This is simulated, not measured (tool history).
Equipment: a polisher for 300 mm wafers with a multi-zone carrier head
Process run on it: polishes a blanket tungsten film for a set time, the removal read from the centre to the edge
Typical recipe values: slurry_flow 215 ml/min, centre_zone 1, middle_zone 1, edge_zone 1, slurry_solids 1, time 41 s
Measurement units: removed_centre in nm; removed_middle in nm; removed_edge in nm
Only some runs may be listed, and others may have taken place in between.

run   hour  slurry_flow  centre_zone  middle_zone  edge_zone  slurry_solids  time  wafers since the last listed run  wafers polished on this pad  hours since the slurry nozzle was cleaned  hours since the centre zone pressure was calibrated  hours since the edge zone pressure was calibrated  hours since the carrier head's membrane was replaced  incoming thickness of the incoming film, nm  removed_centre  removed_middle  removed_edge
  1    0.0          215            1            1          1              1    41                                 0                           47                                      416.4                                                970.9                                             1299.8                                                 976.0                                       1226.8           200.7           225.2         231.4
  2   15.2          215            1            1          1              1    41                               108                          155                                      431.6                                                986.1                                             1315.0                                                 991.2                                       1224.7           195.2           219.3         232.2
      71.5  -- worn pad replaced by a new one
  3   72.0          215            1            1          1              1    41                               375                            3                                      488.4                                               1042.9                                             1371.8                                                1048.0                                       1204.3           200.0           225.8         233.9
  4   75.8          270            1            1          1              1    41                                27                           30                                      492.2                                               1046.7                                             1375.6                                                1051.8                                       1229.2           203.3           229.6         238.3
      89.6  -- centre zone pressure recalibrated
  5   90.1          270            1            1          1              1    41                                87                          117                                      506.5                                                  0.5                                             1389.9                                                1066.1                                       1241.4           225.8           220.5         236.9
  6  104.2          270            1            1          1              1    41                               100                          218                                      520.6                                                 14.6                                             1404.0                                                1080.2                                       1244.8           221.3           223.3         234.0
  7  120.3          215            1            1          1              1    41                               114                          332                                      536.7                                                 30.7                                             1420.1                                                1096.3                                       1243.5           212.9           216.4         227.5

Forecast run 8:
  8  132.6          180            1            1          1              1    41                                87                          420                                      549.0                                                 43.0                                             1432.4                                                1108.6                                       1225.9               ?               ?             ?

{"run 8": {"removed_centre": 207.0, "removed_middle": 210.7, "removed_edge": 218.5}}
With the hidden condition absent and the run-to-run variation left alone, this run would have shown removed_centre 226.3 nm, removed_middle 226.1 nm, removed_edge 234.5 nm.
